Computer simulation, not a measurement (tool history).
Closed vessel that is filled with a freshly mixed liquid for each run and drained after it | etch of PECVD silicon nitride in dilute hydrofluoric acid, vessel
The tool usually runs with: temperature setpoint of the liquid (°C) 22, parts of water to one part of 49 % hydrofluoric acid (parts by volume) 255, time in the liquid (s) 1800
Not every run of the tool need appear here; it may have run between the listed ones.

run,hour,temperature setpoint of the liquid (°C),parts of water to one part of 49 % hydrofluoric acid (parts by volume),time in the liquid (s),"read-back film thickness of the PECVD silicon nitride reference wafer, read on the same gauge (nm)",thickness taken off the PECVD silicon nitride on a monitor wafer (Å)
1,0,22,255,1800,140,90.7
2,6.1,22,255,1800,140.01,91.1
3,19.1,22,255,1800,139.96,90.9
4,34.4,22,255,1800,140.06,90.4
5,43.8,22,255,1800,140.03,90.9
# hour 47.6: hydrofluoric acid flow meter replaced
6,52.3,22,255,1800,140.01,90.9
7,67.6,22,255,1800,140.01,91
# hour 70.9: gauge calibrated
8,76,20.5,255,2670,140,121.6
9,91.7,18,255,1275,139.98,49.4
10,102,22,330,1800,140.01,70.9
11,116.3,22,255,1800,139.99,90.7
# hour 119.6: thermometer replaced
12,124.8,22,255,1800,140.06,107.9
13,132.6,19,175,1800,139.97,128.7
14,140.5,22,255,1800,139.98,108.2
15,151.7,26,255,1800,139.97,138.8

Results per run with the tool's hidden condition removed, run-to-run variation unchanged:
The tool's hidden condition here consists of: liquid colder than its thermometer reads (K); hydrofluoric acid flow above the setpoint (%); gauge reads high (%).
run,thickness taken off the PECVD silicon nitride on a monitor wafer (Å)
1,108.8
2,109.3
3,109.2
4,108.7
5,109.4
6,109.4
7,109.6
8,146.9
9,60.1
10,85.2
11,109.5
12,109
13,130.2
14,109.4
15,140.4

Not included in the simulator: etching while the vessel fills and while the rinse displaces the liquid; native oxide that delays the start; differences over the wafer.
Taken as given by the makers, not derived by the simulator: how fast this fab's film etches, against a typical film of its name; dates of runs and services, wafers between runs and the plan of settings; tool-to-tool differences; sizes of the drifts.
